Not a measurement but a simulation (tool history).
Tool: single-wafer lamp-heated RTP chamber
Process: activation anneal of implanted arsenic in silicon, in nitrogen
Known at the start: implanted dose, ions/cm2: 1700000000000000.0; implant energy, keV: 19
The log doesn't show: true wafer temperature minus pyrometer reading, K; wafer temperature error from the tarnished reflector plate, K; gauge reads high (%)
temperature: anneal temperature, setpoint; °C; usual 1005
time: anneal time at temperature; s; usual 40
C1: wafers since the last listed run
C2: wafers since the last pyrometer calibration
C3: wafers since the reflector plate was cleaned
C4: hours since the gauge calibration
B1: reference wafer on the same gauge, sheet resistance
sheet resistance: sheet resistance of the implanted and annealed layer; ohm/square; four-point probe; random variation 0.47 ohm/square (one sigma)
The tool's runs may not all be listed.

{"run": 1, "hour": 0.0, "temperature": 1022, "time": 55, "C1": 0, "C2": 289, "C3": 3220, "C4": 1387.5, "B1": 83.09, "sheet resistance": 79.33}
{"run": 2, "hour": 63.7, "temperature": 1022, "time": 55, "C1": 811, "C2": 1100, "C3": 4031, "C4": 1451.2, "B1": 83.18, "sheet resistance": 77.6}
{"run": 3, "hour": 124.2, "temperature": 1005, "time": 40, "C1": 770, "C2": 1871, "C3": 4801, "C4": 1511.7, "B1": 82.94, "sheet resistance": 87.0}
{"hour": 166.6, "done": "gauge calibrated"}
{"run": 4, "hour": 187.8, "temperature": 1005, "time": 40, "C1": 809, "C2": 2680, "C3": 5611, "C4": 21.2, "B1": 83.07, "sheet resistance": 87.04}
{"hour": 217.8, "done": "reflector plate cleaned"}
{"run": 5, "hour": 218.3, "temperature": 1005, "time": 40, "C1": 286, "C2": 2967, "C3": 5, "C4": 51.7, "B1": 83.18, "sheet resistance": 86.14}
{"run": 6, "hour": 260.5, "temperature": 1005, "time": 40, "C1": 537, "C2": 3504, "C3": 543, "C4": 93.9, "B1": 83.16, "sheet resistance": 86.84}
{"run": 7, "hour": 284.6, "temperature": 1005, "time": 40, "C1": 306, "C2": 3811, "C3": 850, "C4": 118.0, "B1": 83.04, "sheet resistance": 87.01}
{"run": 8, "hour": 338.1, "temperature": 1005, "time": 40, "C1": 681, "C2": 4492, "C3": 1531, "C4": 171.5, "B1": 82.95, "sheet resistance": 86.07}
{"hour": 351.9, "done": "pyrometer window cleaned and pyrometer calibrated"}
{"run": 9, "hour": 396.7, "temperature": 1005, "time": 40, "C1": 644, "C2": 569, "C3": 2175, "C4": 230.1, "B1": 83.05, "sheet resistance": 90.03}
{"run": 10, "hour": 449.3, "temperature": 1005, "time": 40, "C1": 669, "C2": 1239, "C3": 2845, "C4": 282.7, "B1": 83.12, "sheet resistance": 88.87}
{"run": 11, "hour": 496.5, "temperature": 1005, "time": 40, "C1": 600, "C2": 1840, "C3": 3446, "C4": 329.9, "B1": 83.15, "sheet resistance": 87.52}
{"run": 12, "hour": 546.0, "temperature": 990, "time": 33, "C1": 630, "C2": 2470, "C3": 4076, "C4": 379.4, "B1": 83.06, "sheet resistance": 95.86}
{"run": 13, "hour": 584.5, "temperature": 1005, "time": 40, "C1": 490, "C2": 2961, "C3": 4566, "C4": 417.9, "B1": 83.18, "sheet resistance": 86.59}
{"hour": 638.3, "done": "reflector plate cleaned"}
{"run": 14, "hour": 659.1, "temperature": 1005, "time": 40, "C1": 847, "C2": 3809, "C3": 264, "C4": 492.5, "B1": 83.16, "sheet resistance": 87.12}
{"run": 15, "hour": 727.4, "temperature": 997, "time": 40, "C1": 869, "C2": 4678, "C3": 1134, "C4": 560.8, "B1": 83.2, "sheet resistance": 89.27}
{"hour": 748.3, "done": "pyrometer window cleaned and pyrometer calibrated"}
{"run": 16, "hour": 794.0, "temperature": 997, "time": 40, "C1": 746, "C2": 582, "C3": 1880, "C4": 627.4, "B1": 83.07, "sheet resistance": 93.5}
{"run": 17, "hour": 865.8, "temperature": 1005, "time": 40, "C1": 914, "C2": 1496, "C3": 2794, "C4": 699.2, "B1": 83.17, "sheet resistance": 88.55}
{"run": 18, "hour": 925.8, "temperature": 1005, "time": 58, "C1": 763, "C2": 2260, "C3": 3558, "C4": 759.2, "B1": 82.98, "sheet resistance": 81.83}
{"run": 19, "hour": 950.9, "temperature": 987, "time": 60, "C1": 319, "C2": 2579, "C3": 3878, "C4": 784.3, "B1": 82.95, "sheet resistance": 88.71}
{"run": 20, "hour": 1049.0, "temperature": 1005, "time": 17, "C1": 1249, "C2": 3828, "C3": 5127, "C4": 882.4, "B1": 83.05, "sheet resistance": 100.69}
{"hour": 1069.0, "done": "reflector plate cleaned"}
{"run": 21, "hour": 1092.2, "temperature": 989, "time": 26, "C1": 448, "C2": 4277, "C3": 295, "C4": 925.6, "B1": 83.12, "sheet resistance": 100.08}
{"run": 22, "hour": 1133.8, "temperature": 1005, "time": 40, "C1": 529, "C2": 4806, "C3": 825, "C4": 967.2, "B1": 82.96, "sheet resistance": 86.81}
{"hour": 1143.4, "done": "pyrometer window cleaned and pyrometer calibrated"}
{"run": 23, "hour": 1176.8, "temperature": 996, "time": 30, "C1": 445, "C2": 424, "C3": 1271, "C4": 1010.2, "B1": 83.16, "sheet resistance": 100.02}
{"run": 24, "hour": 1204.0, "temperature": 1035, "time": 40, "C1": 346, "C2": 771, "C3": 1617, "C4": 1037.4, "B1": 83.16, "sheet resistance": 78.13}
{"run": 25, "hour": 1240.2, "temperature": 1005, "time": 40, "C1": 460, "C2": 1232, "C3": 2078, "C4": 1073.6, "B1": 83.14, "sheet resistance": 88.96}
{"run": 26, "hour": 1279.9, "temperature": 1005, "time": 40, "C1": 505, "C2": 1737, "C3": 2583, "C4": 1113.3, "B1": 83.15, "sheet resistance": 87.83}
{"run": 27, "hour": 1335.1, "temperature": 1025, "time": 31, "C1": 702, "C2": 2440, "C3": 3286, "C4": 1168.5, "B1": 83.06, "sheet resistance": 82.71}
{"run": 28, "hour": 1384.8, "temperature": 980, "time": 26, "C1": 632, "C2": 3073, "C3": 3919, "C4": 1218.2, "B1": 83.06, "sheet resistance": 105.02}
{"run": 29, "hour": 1417.0, "temperature": 1005, "time": 40, "C1": 409, "C2": 3483, "C3": 4329, "C4": 1250.4, "B1": 83.06, "sheet resistance": 87.03}
{"run": 30, "hour": 1480.7, "temperature": 1029, "time": 28, "C1": 811, "C2": 4294, "C3": 5140, "C4": 1314.1, "B1": 83.15, "sheet resistance": 82.9}
{"hour": 1492.7, "done": "pyrometer window cleaned and pyrometer calibrated"}
{"hour": 1529.5, "done": "gauge calibrated"}
{"hour": 1570.9, "done": "reflector plate cleaned"}
{"run": 31, "hour": 1682.8, "temperature": 1005, "time": 24, "C1": 2369, "C2": 2319, "C3": 1425, "C4": 153.3, "B1": 83.01, "sheet resistance": 95.55}
{"run": 32, "hour": 1723.1, "temperature": 1033, "time": 40, "C1": 513, "C2": 2832, "C3": 1938, "C4": 193.6, "B1": 83.18, "sheet resistance": 76.71}
{"run": 33, "hour": 1771.7, "temperature": 1013, "time": 54, "C1": 618, "C2": 3450, "C3": 2557, "C4": 242.2, "B1": 83.01, "sheet resistance": 79.39}
{"run": 34, "hour": 1805.5, "temperature": 1005, "time": 47, "C1": 430, "C2": 3881, "C3": 2987, "C4": 276.0, "B1": 83.1, "sheet resistance": 85.2}
{"hour": 1924.7, "done": "pyrometer window cleaned and pyrometer calibrated"}
{"run": 35, "hour": 2018.4, "temperature": 997, "time": 40, "C1": 2608, "C2": 1193, "C3": 5596, "C4": 488.9, "B1": 83.07, "sheet resistance": 91.99}

5 ways to go on from here, each from the tool as it stands after run 35. What would each give?
{"run": "A", "hour": 2018.8, "temperature": 1005, "time": 40, "C1": 5, "C2": 1198, "C3": 5601, "C4": 489.3, "B1": "?", "sheet resistance": "?"}
{"run": "B", "hour": 2018.8, "temperature": 1024, "time": 20, "C1": 5, "C2": 1198, "C3": 5601, "C4": 489.3, "B1": "?", "sheet resistance": "?"}
{"run": "C", "hour": 2018.8, "temperature": 978, "time": 50, "C1": 5, "C2": 1198, "C3": 5601, "C4": 489.3, "B1": "?", "sheet resistance": "?"}
{"run": "D", "hour": 2018.8, "temperature": 977, "time": 31, "C1": 5, "C2": 1198, "C3": 5601, "C4": 489.3, "B1": "?", "sheet resistance": "?"}
{"run": "E", "hour": 2018.8, "temperature": 989, "time": 46, "C1": 5, "C2": 1198, "C3": 5601, "C4": 489.3, "B1": "?", "sheet resistance": "?"}

run=A B1=83.07 sheet_resistance=89.10
run=B B1=83.07 sheet_resistance=91.70
run=C B1=83.07 sheet_resistance=98.15
run=D B1=83.07 sheet_resistance=106.44
run=E B1=83.07 sheet_resistance=94.13
Without the tool's hidden state the same runs would have given:
run=A sheet_resistance=92.12
run=B sheet_resistance=94.48
run=C sheet_resistance=101.69
run=D sheet_resistance=109.94
run=E sheet_resistance=97.44

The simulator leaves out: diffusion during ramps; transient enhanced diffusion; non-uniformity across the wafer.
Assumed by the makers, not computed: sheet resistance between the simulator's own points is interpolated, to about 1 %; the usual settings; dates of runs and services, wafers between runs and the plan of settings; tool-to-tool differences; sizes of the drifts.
